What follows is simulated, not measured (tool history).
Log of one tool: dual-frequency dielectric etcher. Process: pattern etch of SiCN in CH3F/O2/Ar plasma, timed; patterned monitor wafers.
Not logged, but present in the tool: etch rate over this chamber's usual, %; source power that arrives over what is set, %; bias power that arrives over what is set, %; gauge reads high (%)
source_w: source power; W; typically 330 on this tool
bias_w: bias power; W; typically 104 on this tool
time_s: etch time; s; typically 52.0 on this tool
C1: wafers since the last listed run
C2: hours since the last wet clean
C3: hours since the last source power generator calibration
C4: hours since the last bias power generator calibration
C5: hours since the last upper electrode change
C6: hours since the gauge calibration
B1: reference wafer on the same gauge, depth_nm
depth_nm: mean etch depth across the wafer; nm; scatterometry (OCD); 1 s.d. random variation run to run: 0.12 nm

{"run": 1, "hour": 0.0, "source_w": 330, "bias_w": 104, "time_s": 52.0, "C1": 0, "C2": 280.4, "C3": 4001.2, "C4": 1223.2, "C5": 2186.3, "C6": 331.0, "B1": 18.21, "depth_nm": 20.28}
{"run": 2, "hour": 24.7, "source_w": 330, "bias_w": 104, "time_s": 52.0, "C1": 261, "C2": 305.1, "C3": 4025.9, "C4": 1247.9, "C5": 2211.0, "C6": 355.7, "B1": 18.19, "depth_nm": 19.84}
{"run": 3, "hour": 40.1, "source_w": 330, "bias_w": 104, "time_s": 52.0, "C1": 163, "C2": 320.5, "C3": 4041.3, "C4": 1263.3, "C5": 2226.4, "C6": 371.1, "B1": 18.21, "depth_nm": 20.23}
{"run": 4, "hour": 67.2, "source_w": 330, "bias_w": 104, "time_s": 52.0, "C1": 286, "C2": 347.6, "C3": 4068.4, "C4": 1290.4, "C5": 2253.5, "C6": 398.2, "B1": 18.22, "depth_nm": 20.03}
{"run": 5, "hour": 94.8, "source_w": 330, "bias_w": 104, "time_s": 52.0, "C1": 292, "C2": 375.2, "C3": 4096.0, "C4": 1318.0, "C5": 2281.1, "C6": 425.8, "B1": 18.21, "depth_nm": 19.7}
{"run": 6, "hour": 128.1, "source_w": 330, "bias_w": 104, "time_s": 52.0, "C1": 352, "C2": 408.5, "C3": 4129.3, "C4": 1351.3, "C5": 2314.4, "C6": 459.1, "B1": 18.19, "depth_nm": 20.02}
{"run": 7, "hour": 145.1, "source_w": 330, "bias_w": 104, "time_s": 52.0, "C1": 179, "C2": 425.5, "C3": 4146.3, "C4": 1368.3, "C5": 2331.4, "C6": 476.1, "B1": 18.17, "depth_nm": 19.86}
{"run": 8, "hour": 173.7, "source_w": 330, "bias_w": 104, "time_s": 52.0, "C1": 302, "C2": 454.1, "C3": 4174.9, "C4": 1396.9, "C5": 2360.0, "C6": 504.7, "B1": 18.22, "depth_nm": 19.91}
{"hour": 219.1, "done": "source power generator calibrated"}
{"run": 9, "hour": 266.3, "source_w": 330, "bias_w": 104, "time_s": 52.0, "C1": 937, "C2": 546.7, "C3": 47.2, "C4": 1489.5, "C5": 2452.6, "C6": 597.3, "B1": 18.2, "depth_nm": 19.53}
{"run": 10, "hour": 292.9, "source_w": 330, "bias_w": 123, "time_s": 52.0, "C1": 281, "C2": 573.3, "C3": 73.8, "C4": 1516.1, "C5": 2479.2, "C6": 623.9, "B1": 18.21, "depth_nm": 20.85}
{"hour": 327.3, "done": "wet clean of the chamber"}
{"run": 11, "hour": 327.8, "source_w": 330, "bias_w": 123, "time_s": 52.0, "C1": 115, "C2": 0.5, "C3": 108.7, "C4": 1551.0, "C5": 2514.1, "C6": 658.8, "B1": 18.2, "depth_nm": 21.87}
{"hour": 350.3, "done": "gauge calibrated"}
{"run": 12, "hour": 350.4, "source_w": 330, "bias_w": 104, "time_s": 52.0, "C1": 239, "C2": 23.1, "C3": 131.3, "C4": 1573.6, "C5": 2536.7, "C6": 0.1, "B1": 18.2, "depth_nm": 20.21}
{"run": 13, "hour": 364.2, "source_w": 330, "bias_w": 104, "time_s": 52.0, "C1": 146, "C2": 36.9, "C3": 145.1, "C4": 1587.4, "C5": 2550.5, "C6": 13.9, "B1": 18.2, "depth_nm": 20.4}
{"hour": 381.1, "done": "bias power generator calibrated"}
{"run": 14, "hour": 389.3, "source_w": 370, "bias_w": 112, "time_s": 52.0, "C1": 223, "C2": 62.0, "C3": 170.2, "C4": 8.2, "C5": 2575.6, "C6": 39.0, "B1": 18.19, "depth_nm": 22.01}
{"run": 15, "hour": 413.9, "source_w": 260, "bias_w": 94, "time_s": 48.0, "C1": 260, "C2": 86.6, "C3": 194.8, "C4": 32.8, "C5": 2600.2, "C6": 63.6, "B1": 18.2, "depth_nm": 16.61}
{"hour": 445.4, "done": "upper electrode replaced"}
{"run": 16, "hour": 445.9, "source_w": 390, "bias_w": 104, "time_s": 58.0, "C1": 84, "C2": 118.6, "C3": 226.8, "C4": 64.8, "C5": 0.5, "C6": 95.6, "B1": 18.21, "depth_nm": 23.93}
{"run": 17, "hour": 447.7, "source_w": 390, "bias_w": 116, "time_s": 52.0, "C1": 19, "C2": 120.4, "C3": 228.6, "C4": 66.6, "C5": 2.3, "C6": 97.4, "B1": 18.2, "depth_nm": 22.27}
{"run": 18, "hour": 512.9, "source_w": 330, "bias_w": 115, "time_s": 45.5, "C1": 690, "C2": 185.6, "C3": 293.8, "C4": 131.8, "C5": 67.5, "C6": 162.6, "B1": 18.21, "depth_nm": 18.3}
{"run": 19, "hour": 529.7, "source_w": 410, "bias_w": 82, "time_s": 64.5, "C1": 177, "C2": 202.4, "C3": 310.6, "C4": 148.6, "C5": 84.3, "C6": 179.4, "B1": 18.2, "depth_nm": 24.51}
{"run": 20, "hour": 545.0, "source_w": 330, "bias_w": 104, "time_s": 52.0, "C1": 161, "C2": 217.7, "C3": 325.9, "C4": 163.9, "C5": 99.6, "C6": 194.7, "B1": 18.21, "depth_nm": 20.26}

Forecast run 21:
{"run": 21, "hour": 561.8, "source_w": 330, "bias_w": 104, "time_s": 52.0, "C1": 177, "C2": 234.5, "C3": 342.7, "C4": 180.7, "C5": 116.4, "C6": 211.5, "B1": "?", "depth_nm": "?"}

{"run 21": {"B1": 18.19, "depth_nm": 20.16}}
Without the tool's hidden state the same run would have given depth_nm 20.53 nm.

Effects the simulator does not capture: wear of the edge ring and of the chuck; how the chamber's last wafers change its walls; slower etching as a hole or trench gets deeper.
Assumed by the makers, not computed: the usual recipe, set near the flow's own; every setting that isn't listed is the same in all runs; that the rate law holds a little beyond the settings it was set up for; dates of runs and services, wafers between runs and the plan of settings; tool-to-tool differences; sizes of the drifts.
